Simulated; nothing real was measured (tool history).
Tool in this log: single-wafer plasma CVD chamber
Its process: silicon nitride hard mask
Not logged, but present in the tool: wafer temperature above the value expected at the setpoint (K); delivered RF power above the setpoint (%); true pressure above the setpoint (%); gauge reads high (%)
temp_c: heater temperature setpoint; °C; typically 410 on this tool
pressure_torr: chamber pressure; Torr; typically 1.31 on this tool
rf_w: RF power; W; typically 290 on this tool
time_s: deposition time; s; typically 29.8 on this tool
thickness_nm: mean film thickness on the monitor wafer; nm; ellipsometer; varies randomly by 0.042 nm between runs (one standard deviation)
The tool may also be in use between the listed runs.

| run | hour | temp_c | pressure_torr | rf_w | time_s | wafers since the last listed run | hours since the last thermocouple change | hours since the last RF generator calibration | hours since the last manometer calibration | hours since the showerhead was replaced | hours since the gauge calibration | read-back reference wafer on the same gauge, thickness_nm | thickness_nm |
|---|---|---|---|---|---|---|---|---|---|---|---|---|---|
| 1 | 0.0 | 400 | 1.31 | 290 | 29.8 | 0 | 1102.8 | 1218.5 | 1605.8 | 6469.2 | 79.3 | 23.291 | 26.960 |
| 2 | 35.8 | 400 | 1.31 | 290 | 29.8 | 704 | 1138.6 | 1254.3 | 1641.6 | 6505.0 | 115.1 | 23.303 | 26.887 |
| 3 | 105.7 | 410 | 1.31 | 290 | 29.8 | 1374 | 1208.5 | 1324.2 | 1711.5 | 6574.9 | 185.0 | 23.298 | 26.845 |
| 4 | 164.4 | 410 | 1.31 | 290 | 29.8 | 1154 | 1267.2 | 1382.9 | 1770.2 | 6633.6 | 243.7 | 23.302 | 26.717 |
| 5 | 221.1 | 410 | 1.21 | 290 | 29.8 | 1115 | 1323.9 | 1439.6 | 1826.9 | 6690.3 | 300.4 | 23.300 | 26.389 |
| 6 | 268.0 | 410 | 1.21 | 290 | 29.8 | 922 | 1370.8 | 1486.5 | 1873.8 | 6737.2 | 347.3 | 23.301 | 26.404 |
|  | 279.2 | RF generator calibrated |
| 7 | 292.7 | 410 | 1.31 | 290 | 29.8 | 328 | 1395.5 | 13.5 | 1898.5 | 6761.9 | 372.0 | 23.307 | 27.438 |
|  | 331.9 | capacitance manometer re-zeroed and calibrated |
| 8 | 353.2 | 410 | 1.31 | 290 | 29.8 | 1032 | 1456.0 | 74.0 | 21.3 | 6822.4 | 432.5 | 23.305 | 27.764 |
|  | 386.2 | thermocouple changed; heater temperature recalibrated |
| 9 | 390.2 | 410 | 1.31 | 290 | 29.8 | 570 | 4.0 | 111.0 | 58.3 | 6859.4 | 469.5 | 23.292 | 27.623 |
| 10 | 426.2 | 410 | 1.31 | 290 | 29.8 | 708 | 40.0 | 147.0 | 94.3 | 6895.4 | 505.5 | 23.298 | 27.546 |
|  | 458.2 | showerhead replaced |
| 11 | 498.1 | 403 | 1.31 | 290 | 29.8 | 1256 | 111.9 | 218.9 | 166.2 | 39.9 | 577.4 | 23.306 | 27.673 |
| 12 | 551.6 | 425 | 1.31 | 290 | 29.8 | 1052 | 165.4 | 272.4 | 219.7 | 93.4 | 630.9 | 23.301 | 27.490 |
| 13 | 609.5 | 410 | 1.48 | 290 | 34.0 | 1138 | 223.3 | 330.3 | 277.6 | 151.3 | 688.8 | 23.292 | 32.056 |
|  | 641.7 | gauge calibrated |
| 14 | 656.5 | 410 | 1.31 | 290 | 29.8 | 924 | 270.3 | 377.3 | 324.6 | 198.3 | 14.8 | 23.301 | 27.490 |
| 15 | 723.4 | 419 | 1.31 | 265 | 29.8 | 1315 | 337.2 | 444.2 | 391.5 | 265.2 | 81.7 | 23.303 | 26.009 |
| 16 | 754.0 | 410 | 1.31 | 290 | 29.8 | 601 | 367.8 | 474.8 | 422.1 | 295.8 | 112.3 | 23.300 | 27.514 |
| 17 | 808.5 | 404 | 1.31 | 290 | 24.9 | 1072 | 422.3 | 529.3 | 476.6 | 350.3 | 166.8 | 23.286 | 23.019 |
| 18 | 865.3 | 410 | 1.58 | 290 | 29.8 | 1117 | 479.1 | 586.1 | 533.4 | 407.1 | 223.6 | 23.295 | 28.320 |

For some of the steps in thickness_nm from one run to the next: how much would appear even if the tool had no hidden state, given the settings, what came in and random variation, and how much remains for the hidden state plus any gauge scatter that the measured result and the result without hidden state don't share?
Run 6 -> 7: pressure_torr 1.21 -> 1.31, RF generator calibrated. thickness_nm +1.034 nm: hidden state +0.705, all else +0.329.
Run 17 -> 18: temp_c 404 -> 410, pressure_torr 1.31 -> 1.58, time_s 24.9 -> 29.8. thickness_nm +5.301 nm: hidden state -0.099, all else +5.400.
